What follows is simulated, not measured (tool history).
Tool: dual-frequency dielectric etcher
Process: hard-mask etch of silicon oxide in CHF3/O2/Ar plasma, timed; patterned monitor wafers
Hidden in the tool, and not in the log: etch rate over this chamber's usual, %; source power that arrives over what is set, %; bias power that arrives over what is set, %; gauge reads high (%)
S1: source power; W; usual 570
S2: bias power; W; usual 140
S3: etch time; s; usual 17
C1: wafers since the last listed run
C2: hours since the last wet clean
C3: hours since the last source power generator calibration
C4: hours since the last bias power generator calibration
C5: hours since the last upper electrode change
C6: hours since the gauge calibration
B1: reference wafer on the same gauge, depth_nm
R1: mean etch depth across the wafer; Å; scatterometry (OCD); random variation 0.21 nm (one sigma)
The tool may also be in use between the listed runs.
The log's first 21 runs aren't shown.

run	hour	S1	S2	S3	C1	C2	C3	C4	C5	C6	B1	R1
22	528.9	620	161	19	252	61.1	43.1	469.1	311.6	375.7	28.76	376.7
23	553.9	570	140	13.5	509	86.1	68.1	494.1	336.6	400.7	28.76	244.4
24	569.4	570	140	17	315	101.6	83.6	509.6	352.1	416.2	28.85	312
25	601.4	640	159	13	651	133.6	115.6	541.6	384.1	448.2	28.75	261.8
26	629.1	680	124	21.5	564	161.3	143.3	569.3	411.8	475.9	28.9	409.1
27	657.4	570	140	17	576	189.6	171.6	597.6	440.1	504.2	28.87	316.1
28	680.2	570	118	21.5	464	212.4	194.4	620.4	462.9	527	28.79	371.7
29	713.3	440	170	15.5	674	245.5	227.5	653.5	496	560.1	28.78	284.1
30	740.6	610	171	17	556	272.8	254.8	680.8	523.3	587.4	28.75	353.3
31	757.1	430	172	13.5	336	289.3	271.3	697.3	539.8	603.9	28.81	247.6

3 ways to go on from here, each from the tool as it stands after run 31. What would each give?
A	757.5	570	140	19	8	289.7	271.7	697.7	540.2	604.3	?	?
B	757.5	570	126	18.5	8	289.7	271.7	697.7	540.2	604.3	?	?
C	757.5	480	140	15.5	8	289.7	271.7	697.7	540.2	604.3	?	?

run	B1	R1
A	28.85	357.2
B	28.85	334.4
C	28.85	273.9
Without the tool's hidden state the same runs would have given:
run	R1
A	342
B	320.1
C	262.2
